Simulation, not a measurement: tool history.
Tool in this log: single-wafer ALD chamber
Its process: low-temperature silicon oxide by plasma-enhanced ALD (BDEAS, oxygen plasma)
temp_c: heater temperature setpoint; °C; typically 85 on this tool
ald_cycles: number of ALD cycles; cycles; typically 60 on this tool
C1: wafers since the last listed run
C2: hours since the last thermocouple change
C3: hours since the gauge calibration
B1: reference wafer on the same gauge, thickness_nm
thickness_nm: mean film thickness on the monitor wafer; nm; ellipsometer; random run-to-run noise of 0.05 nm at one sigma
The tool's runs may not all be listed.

Run 1, day 0.000: usual settings; C1 0; C2 546.8; C3 2388.4; B1 9.092. Result: thickness_nm 9.156 nm.
Run 2, day 4.404: usual settings but ald_cycles 53 cycles; C1 622; C2 652.5; C3 2494.1; B1 9.095. Result: thickness_nm 8.110 nm.
Run 3, day 6.854: usual settings but temp_c 73 °C; C1 346; C2 711.3; C3 2552.9; B1 9.108. Result: thickness_nm 9.613 nm.
Run 4, day 9.321: usual settings; C1 348; C2 770.5; C3 2612.1; B1 9.128. Result: thickness_nm 9.166 nm.
Run 5, day 12.654: usual settings; C1 471; C2 850.5; C3 2692.1; B1 9.079. Result: thickness_nm 9.102 nm.
Run 6, day 15.562: usual settings; C1 411; C2 920.3; C3 2761.9; B1 9.111. Result: thickness_nm 9.092 nm.
Run 7, day 25.012: usual settings but temp_c 90 °C; C1 1335; C2 1147.1; C3 2988.7; B1 9.094. Result: thickness_nm 8.956 nm.
Run 8, day 26.617: usual settings but temp_c 90 °C; C1 226; C2 1185.6; C3 3027.2; B1 9.095. Result: thickness_nm 9.046 nm.
Run 9, day 28.692: usual settings but temp_c 90 °C; C1 293; C2 1235.4; C3 3077.0; B1 9.122. Result: thickness_nm 8.913 nm.
Run 10, day 30.196: usual settings but temp_c 90 °C, ald_cycles 50 cycles; C1 212; C2 1271.5; C3 3113.1; B1 9.097. Result: thickness_nm 7.461 nm.
Run 11, day 32.425: usual settings but temp_c 90 °C, ald_cycles 50 cycles; C1 315; C2 1325.0; C3 3166.6; B1 9.082. Result: thickness_nm 7.462 nm.
Run 12, day 34.288: usual settings; C1 263; C2 1369.7; C3 3211.3; B1 9.084. Result: thickness_nm 9.207 nm.
Run 13, day 37.808: usual settings; C1 497; C2 1454.2; C3 3295.8; B1 9.093. Result: thickness_nm 9.082 nm.
Run 14, day 41.688: usual settings; C1 548; C2 1547.3; C3 3388.9; B1 9.104. Result: thickness_nm 9.155 nm.
Run 15, day 44.642: usual settings but ald_cycles 57 cycles; C1 417; C2 1618.2; C3 3459.8; B1 9.103. Result: thickness_nm 8.600 nm.
At day 45.258: thermocouple changed; heater temperature recalibrated.
Run 16, day 48.162: usual settings but ald_cycles 57 cycles; C1 450; C2 69.7; C3 3544.3; B1 9.110. Result: thickness_nm 8.665 nm.
Run 17, day 51.617: usual settings but ald_cycles 57 cycles; C1 488; C2 152.6; C3 3627.2; B1 9.077. Result: thickness_nm 8.780 nm.
Run 18, day 54.875: usual settings but temp_c 80 °C; C1 460; C2 230.8; C3 3705.4; B1 9.111. Result: thickness_nm 9.341 nm.
At day 62.308: gauge calibrated.
Run 19, day 65.212: usual settings; C1 1460; C2 478.9; C3 69.7; B1 9.080. Result: thickness_nm 9.145 nm.
Run 20, day 67.042: usual settings; C1 258; C2 522.8; C3 113.6; B1 9.099. Result: thickness_nm 9.125 nm.
Run 21, day 79.683: usual settings; C1 1786; C2 826.2; C3 417.0; B1 9.098. Result: thickness_nm 9.122 nm.
Run 22, day 82.158: usual settings but ald_cycles 56 cycles; C1 349; C2 885.6; C3 476.4; B1 9.108. Result: thickness_nm 8.431 nm.
Run 23, day 86.238: usual settings; C1 576; C2 983.5; C3 574.3; B1 9.113. Result: thickness_nm 9.120 nm.
Run 24, day 89.767: usual settings; C1 498; C2 1068.2; C3 659.0; B1 9.102. Result: thickness_nm 9.190 nm.
Run 25, day 91.279: usual settings but temp_c 74 °C, ald_cycles 50 cycles; C1 213; C2 1104.5; C3 695.3; B1 9.111. Result: thickness_nm 7.906 nm.
Run 26, day 94.762: usual settings but temp_c 90 °C, ald_cycles 50 cycles; C1 492; C2 1188.1; C3 778.9; B1 9.090. Result: thickness_nm 7.567 nm.
Run 27, day 97.988: usual settings but ald_cycles 51 cycles; C1 455; C2 1265.5; C3 856.3; B1 9.081. Result: thickness_nm 7.728 nm.
Run 28, day 100.042: usual settings; C1 290; C2 1314.8; C3 905.6; B1 9.088. Result: thickness_nm 9.246 nm.
Run 29, day 103.288: usual settings; C1 458; C2 1392.7; C3 983.5; B1 9.102. Result: thickness_nm 9.246 nm.
Run 30, day 106.267: usual settings but temp_c 93 °C; C1 421; C2 1464.2; C3 1055.0; B1 9.099. Result: thickness_nm 8.915 nm.
Run 31, day 108.525: usual settings but temp_c 75 °C, ald_cycles 50 cycles; C1 319; C2 1518.4; C3 1109.2; B1 9.093. Result: thickness_nm 7.881 nm.
Run 32, day 111.829: usual settings but temp_c 95 °C, ald_cycles 67 cycles; C1 466; C2 1597.7; C3 1188.5; B1 9.083. Result: thickness_nm 9.806 nm.
At day 113.296: thermocouple changed; heater temperature recalibrated.
Run 33, day 115.892: usual settings but ald_cycles 52 cycles; C1 527; C2 62.3; C3 1286.0; B1 9.109. Result: thickness_nm 8.043 nm.
Run 34, day 119.304: usual settings; C1 482; C2 144.2; C3 1367.9; B1 9.093. Result: thickness_nm 9.176 nm.
Run 35, day 122.821: usual settings; C1 496; C2 228.6; C3 1452.3; B1 9.102. Result: thickness_nm 9.182 nm.
Run 36, day 128.658: usual settings but temp_c 72 °C, ald_cycles 69 cycles; C1 824; C2 368.7; C3 1592.4; B1 9.101. Result: thickness_nm 11.065 nm.
Run 37, day 130.996: usual settings but temp_c 98 °C, ald_cycles 68 cycles; C1 330; C2 424.8; C3 1648.5; B1 9.099. Result: thickness_nm 9.901 nm.
Run 38, day 132.767: usual settings but temp_c 89 °C, ald_cycles 56 cycles; C1 250; C2 467.3; C3 1691.0; B1 9.078. Result: thickness_nm 8.416 nm.
Run 39, day 135.067: usual settings but temp_c 92 °C; C1 325; C2 522.5; C3 1746.2; B1 9.117. Result: thickness_nm 8.968 nm.
Run 40, day 139.133: usual settings; C1 574; C2 620.1; C3 1843.8; B1 9.096. Result: thickness_nm 9.121 nm.
Run 41, day 142.358: usual settings but temp_c 99 °C, ald_cycles 66 cycles; C1 455; C2 697.5; C3 1921.2; B1 9.104. Result: thickness_nm 9.616 nm.
Run 42, day 146.688: usual settings but temp_c 89 °C, ald_cycles 71 cycles; C1 611; C2 801.4; C3 2025.1; B1 9.112. Result: thickness_nm 10.600 nm.
Run 43, day 149.471: usual settings but ald_cycles 48 cycles; C1 393; C2 868.2; C3 2091.9; B1 9.098. Result: thickness_nm 7.321 nm.
Run 44, day 152.779: usual settings but temp_c 74 °C; C1 467; C2 947.6; C3 2171.3; B1 9.110. Result: thickness_nm 9.630 nm.

How the hidden state differs across the entries between the runs, from the last listed run before each to the first after it:
Run 15 -> run 16: thermocouple changed; heater temperature recalibrated (day 45.258)
  both runs share identical hidden conditions
Run 18 -> run 19: gauge calibrated (day 62.308)
  both runs share identical hidden conditions
Run 32 -> run 33: thermocouple changed; heater temperature recalibrated (day 113.296)
  both runs share identical hidden conditions
